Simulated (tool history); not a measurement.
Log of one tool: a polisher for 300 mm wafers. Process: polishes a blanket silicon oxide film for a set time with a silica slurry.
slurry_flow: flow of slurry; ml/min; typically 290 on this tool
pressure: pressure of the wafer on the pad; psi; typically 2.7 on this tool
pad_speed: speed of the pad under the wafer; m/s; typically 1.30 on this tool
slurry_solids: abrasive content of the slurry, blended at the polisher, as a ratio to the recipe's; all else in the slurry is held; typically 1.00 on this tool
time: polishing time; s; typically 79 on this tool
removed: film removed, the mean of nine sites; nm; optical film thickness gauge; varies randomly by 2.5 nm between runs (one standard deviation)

| run | hour | slurry_flow | pressure | pad_speed | slurry_solids | time | wafers since the last listed run | wafers polished on this pad | hours since the slurry nozzle was cleaned | hours since the head pressure was calibrated | hours since the slurry blender was calibrated | hours since the conditioning disc was replaced | incoming thickness of the incoming film, nm | removed |
|---|---|---|---|---|---|---|---|---|---|---|---|---|---|---|
| 1 | 0.0 | 290 | 2.7 | 1.30 | 1.00 | 79 | 0 | 974 | 100.8 | 986.5 | 428.9 | 24.1 | 1225.8 | 145.8 |
|  | 65.5 | slurry blender recalibrated |
| 2 | 69.7 | 290 | 2.7 | 1.30 | 1.00 | 79 | 427 | 1401 | 170.5 | 1056.2 | 4.2 | 93.8 | 1228.1 | 167.3 |
| 3 | 133.9 | 290 | 2.7 | 1.30 | 1.00 | 79 | 405 | 1806 | 234.7 | 1120.4 | 68.4 | 158.0 | 1243.4 | 164.3 |
|  | 199.0 | head pressure recalibrated |
| 4 | 219.0 | 290 | 2.7 | 1.62 | 1.00 | 79 | 524 | 2330 | 319.8 | 20.0 | 153.5 | 243.1 | 1225.3 | 185.6 |
| 5 | 282.3 | 290 | 2.7 | 1.62 | 1.00 | 79 | 399 | 2729 | 383.1 | 83.3 | 216.8 | 306.4 | 1227.0 | 181.8 |
| 6 | 370.4 | 290 | 2.5 | 1.30 | 1.00 | 79 | 555 | 3285 | 471.2 | 171.4 | 304.9 | 394.5 | 1236.7 | 142.8 |
|  | 394.6 | slurry nozzle cleaned |
| 7 | 454.3 | 290 | 2.7 | 1.30 | 1.00 | 79 | 523 | 3808 | 59.7 | 255.3 | 388.8 | 478.4 | 1218.8 | 148.8 |
|  | 492.6 | worn pad replaced by a new one |
| 8 | 542.5 | 290 | 2.7 | 1.30 | 1.00 | 79 | 531 | 314 | 147.9 | 343.5 | 477.0 | 566.6 | 1237.6 | 146.9 |
|  | 564.6 | conditioning disc replaced and pad reconditioned |
| 9 | 589.5 | 290 | 2.7 | 1.30 | 1.00 | 90 | 283 | 598 | 194.9 | 390.5 | 524.0 | 24.9 | 1228.9 | 167.4 |
|  | 610.9 | slurry blender recalibrated |
| 10 | 676.2 | 290 | 2.7 | 1.30 | 1.00 | 79 | 534 | 1133 | 281.6 | 477.2 | 65.3 | 111.6 | 1231.7 | 156.2 |
| 11 | 732.2 | 290 | 2.0 | 1.66 | 0.90 | 97 | 353 | 1486 | 337.6 | 533.2 | 121.3 | 167.6 | 1228.1 | 158.9 |
| 12 | 824.5 | 290 | 2.7 | 1.30 | 1.20 | 79 | 582 | 2068 | 429.9 | 625.5 | 213.6 | 259.9 | 1225.1 | 166.3 |
| 13 | 870.7 | 320 | 3.2 | 1.30 | 0.70 | 79 | 291 | 2360 | 476.1 | 671.7 | 259.8 | 306.1 | 1232.8 | 150.9 |
|  | 920.8 | slurry nozzle cleaned |
| 14 | 977.7 | 205 | 2.7 | 1.30 | 0.80 | 91 | 668 | 3028 | 56.9 | 778.7 | 366.8 | 413.1 | 1246.0 | 146.4 |
|  | 1008.4 | worn pad replaced by a new one |
| 15 | 1069.4 | 350 | 2.7 | 1.30 | 1.00 | 79 | 553 | 384 | 148.6 | 870.4 | 458.5 | 504.8 | 1223.3 | 149.6 |
|  | 1103.6 | conditioning disc replaced and pad reconditioned |
| 16 | 1109.1 | 230 | 2.7 | 0.98 | 1.00 | 79 | 237 | 622 | 188.3 | 910.1 | 498.2 | 5.5 | 1231.2 | 117.2 |
| 17 | 1171.7 | 370 | 1.8 | 1.30 | 1.15 | 79 | 394 | 1017 | 250.9 | 972.7 | 560.8 | 68.1 | 1212.4 | 103.5 |
|  | 1245.6 | slurry blender recalibrated |
| 18 | 1276.9 | 190 | 2.7 | 1.30 | 1.00 | 63 | 651 | 1668 | 356.1 | 1077.9 | 31.3 | 173.3 | 1218.5 | 127.3 |
| 19 | 1471.1 | 290 | 2.7 | 1.30 | 1.00 | 102 | 1225 | 2893 | 550.3 | 1272.1 | 225.5 | 367.5 | 1233.5 | 194.6 |
| 20 | 1515.9 | 290 | 2.7 | 1.52 | 1.00 | 67 | 282 | 3176 | 595.1 | 1316.9 | 270.3 | 412.3 | 1230.8 | 142.7 |
|  | 1556.8 | worn pad replaced by a new one |
|  | 1561.0 | head pressure recalibrated |
|  | 1565.2 | slurry nozzle cleaned |
|  | 1716.6 | conditioning disc replaced and pad reconditioned |
|  | 1774.3 | slurry blender recalibrated |
| 21 | 1829.4 | 290 | 2.7 | 1.30 | 0.75 | 98 | 1908 | 1675 | 264.2 | 268.4 | 55.1 | 112.8 | 1224.7 | 174.6 |
| 22 | 1899.4 | 290 | 2.7 | 0.98 | 1.00 | 79 | 441 | 2117 | 334.2 | 338.4 | 125.1 | 182.8 | 1231.6 | 130.0 |
| 23 | 1982.6 | 290 | 2.7 | 1.52 | 1.00 | 67 | 524 | 2642 | 417.4 | 421.6 | 208.3 | 266.0 | 1224.4 | 143.2 |
|  | 2053.2 | worn pad replaced by a new one |
|  | 2077.5 | slurry nozzle cleaned |
| 24 | 2090.1 | 290 | 2.7 | 1.30 | 1.00 | 79 | 646 | 226 | 12.6 | 529.1 | 315.8 | 373.5 | 1219.5 | 150.9 |
| 25 | 2165.5 | 290 | 2.7 | 1.30 | 1.00 | 102 | 475 | 702 | 88.0 | 604.5 | 391.2 | 448.9 | 1219.5 | 190.6 |

What if the next run were any one of these 4? Each begins from the tool's condition after run 25:
| A | 2165.9 | 290 | 2.7 | 0.90 | 1.00 | 79 | 2 | 704 | 88.4 | 604.9 | 391.6 | 449.3 | 1219.5 | ? |
| B | 2165.9 | 290 | 2.7 | 1.30 | 1.00 | 106 | 2 | 704 | 88.4 | 604.9 | 391.6 | 449.3 | 1219.5 | ? |
| C | 2165.9 | 365 | 2.7 | 1.30 | 1.00 | 79 | 2 | 704 | 88.4 | 604.9 | 391.6 | 449.3 | 1219.5 | ? |
| D | 2165.9 | 290 | 3.4 | 1.30 | 1.00 | 79 | 2 | 704 | 88.4 | 604.9 | 391.6 | 449.3 | 1219.5 | ? |

| run | removed |
|---|---|
| A | 113.9 |
| B | 195.2 |
| C | 147.6 |
| D | 183.2 |
With no hidden state in the tool, these same runs would have given:
| run | removed |
|---|---|
| A | 131.4 |
| B | 225.3 |
| C | 170.3 |
| D | 211.4 |
